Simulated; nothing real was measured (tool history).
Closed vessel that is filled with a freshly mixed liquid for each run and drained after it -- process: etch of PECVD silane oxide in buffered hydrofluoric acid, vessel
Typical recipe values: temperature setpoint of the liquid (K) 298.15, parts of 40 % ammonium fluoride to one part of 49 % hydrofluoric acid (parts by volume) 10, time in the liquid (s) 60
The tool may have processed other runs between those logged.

run     day  temperature setpoint of the liquid (K)  parts of 40 % ammonium fluoride to one part of 49 % hydrofluoric acid (parts by volume)  time in the liquid (s)  wafers since the last listed run  hours since the thermometer was replaced  hours since the hydrofluoric acid flow meter was replaced  hours since the gauge calibration  read-back film thickness of the PECVD silane oxide reference wafer, read on the same gauge (nm)  thickness taken off the PECVD silane oxide on a monitor wafer (nm)
  1       0                                  298.15                                                                                       10                      60                                 0                                    1912.7                                                     1364.6                             2245.7                                                                                            59.98                                                              320.91
  2   1.154                                  298.15                                                                                       10                      60                              2829                                    1940.4                                                     1392.3                             2273.4                                                                                               60                                                              322.96
  3   3.446                                  298.15                                                                                       10                      60                              5617                                    1995.4                                                     1447.3                             2328.4                                                                                               60                                                              323.04
  4   5.404                                  298.15                                                                                      8.5                      60                              4800                                    2042.4                                                     1494.3                             2375.4                                                                                            60.03                                                              366.05
  5   7.392                                  298.15                                                                                       12                      60                              4871                                    2090.1                                                       1542                             2423.1                                                                                            60.01                                                              268.57
  6   8.792                                  298.15                                                                                       12                      60                              3431                                    2123.7                                                     1575.6                             2456.7                                                                                            60.02                                                              269.12
  7  10.721                                  298.15                                                                                       10                      60                              4728                                      2170                                                     1621.9                               2503                                                                                               60                                                              324.93
  8  13.458                                  298.15                                                                                       10                      60                              6710                                    2235.7                                                     1687.6                             2568.7                                                                                            60.02                                                                 323
  9  15.412                                  298.15                                                                                       10                      60                              4789                                    2282.6                                                     1734.5                             2615.6                                                                                            60.01                                                              324.96
 10  17.838                                  298.15                                                                                       10                      60                              5944                                    2340.8                                                     1792.7                             2673.8                                                                                               60                                                              322.56
 11  20.675                                  298.15                                                                                       10                      60                              6955                                    2408.9                                                     1860.8                             2741.9                                                                                            59.98                                                               324.2
     21.338  -- gauge calibrated
 12  23.633                                  298.15                                                                                      7.5                      60                              7251                                    2479.9                                                     1931.8                               55.1                                                                                               60                                                              422.86
 13  25.838                                  298.15                                                                                       10                      60                              5402                                    2532.8                                                     1984.7                                108                                                                                            60.03                                                              326.44
 14  27.321                                  298.15                                                                                       10                      60                              3635                                    2568.4                                                     2020.3                              143.6                                                                                            59.98                                                              325.93
 15  29.521                                  303.15                                                                                       10                      90                              5392                                    2621.2                                                     2073.1                              196.4                                                                                               60                                                              640.18
 16  32.583                                  298.15                                                                                       10                      60                              7506                                    2694.7                                                     2146.6                              269.9                                                                                            60.04                                                               326.7
 17  33.925                                  298.15                                                                                       10                      60                              3288                                    2726.9                                                     2178.8                              302.1                                                                                            59.97                                                              327.49
 18  36.788                                  293.65                                                                                       10                      80                              7016                                    2795.6                                                     2247.5                              370.8                                                                                            59.98                                                              343.12
 19    42.1                                  295.65                                                                                       10                      60                             13021                                    2923.1                                                       2375                              498.3                                                                                            59.98                                                              286.04
 20  43.954                                  300.15                                                                                       14                      45                              4544                                    2967.6                                                     2419.5                              542.8                                                                                               60                                                              197.55
     45.933  -- hydrofluoric acid flow meter replaced
 21  46.538                                  294.15                                                                                        6                      75                              6230                                    3029.6                                                       14.5                              604.8                                                                                            60.01                                                              532.13
     51.375  -- thermometer replaced
 22  51.512                                  298.15                                                                                       10                      60                             12092                                       3.3                                                      133.9                              724.2                                                                                            59.98                                                                 302
 23  54.408                                  298.15                                                                                       10                      60                              7098                                      72.8                                                      203.4                              793.7                                                                                            60.03                                                              304.08
 24  60.721                                  298.15                                                                                       10                      35                             15472                                     224.3                                                      354.9                              945.2                                                                                            60.01                                                              177.19
 25  63.325                                  302.65                                                                                     11.5                      70                              6383                                     286.8                                                      417.4                             1007.7                                                                                               60                                                              392.68
 26  64.688                                  298.15                                                                                     13.5                      85                              3339                                     319.5                                                      450.1                             1040.4                                                                                               60                                                              321.68
 27  66.204                                  301.15                                                                                      6.5                      80                              3717                                     355.9                                                      486.5                             1076.8                                                                                               60                                                              715.36
 28  67.342                                  298.15                                                                                       10                      60                              2788                                     383.2                                                      513.8                             1104.1                                                                                            59.99                                                              304.93
 29  69.879                                  301.65                                                                                       10                      60                              6219                                     444.1                                                      574.7                               1165                                                                                            59.98                                                              369.76
 30   71.15                                  299.65                                                                                       12                      45                              3115                                     474.6                                                      605.2                             1195.5                                                                                            60.01                                                              209.26
 31  72.988                                  298.15                                                                                       10                      60                              4504                                     518.7                                                      649.3                             1239.6                                                                                            59.99                                                              308.41
 32  74.721                                  294.15                                                                                        7                      30                              4248                                     560.3                                                      690.9                             1281.2                                                                                            60.03                                                              173.44

Alternative continuations, all from the tool just after run 32; predict every row:
  A  74.75                                  303.15                                                                                       10                      60                                71                                       561                                                      691.6                             1281.9                                                                                                ?                                                                   ?
  B  74.75                                  299.65                                                                                      7.5                      60                                71                                       561                                                      691.6                             1281.9                                                                                                ?                                                                   ?
  C  74.75                                  298.15                                                                                        8                      80                                71                                       561                                                      691.6                             1281.9                                                                                                ?                                                                   ?
  D  74.75                                  298.15                                                                                        6                      60                                71                                       561                                                      691.6                             1281.9                                                                                                ?                                                                   ?

run  read-back film thickness of the PECVD silane oxide reference wafer, read on the same gauge (nm)  thickness taken off the PECVD silane oxide on a monitor wafer (nm)
  A                                                                                            59.97                                                              402.54
  B                                                                                            59.97                                                              435.48
  C                                                                                            59.97                                                              499.64
  D                                                                                            59.97                                                              494.68
The same runs, with their run-to-run variation unchanged, on a tool lacking any hidden condition would have given:
run  thickness taken off the PECVD silane oxide on a monitor wafer (nm)
  A                                                              391.32
  B                                                              423.08
  C                                                              485.27
  D                                                              480.47

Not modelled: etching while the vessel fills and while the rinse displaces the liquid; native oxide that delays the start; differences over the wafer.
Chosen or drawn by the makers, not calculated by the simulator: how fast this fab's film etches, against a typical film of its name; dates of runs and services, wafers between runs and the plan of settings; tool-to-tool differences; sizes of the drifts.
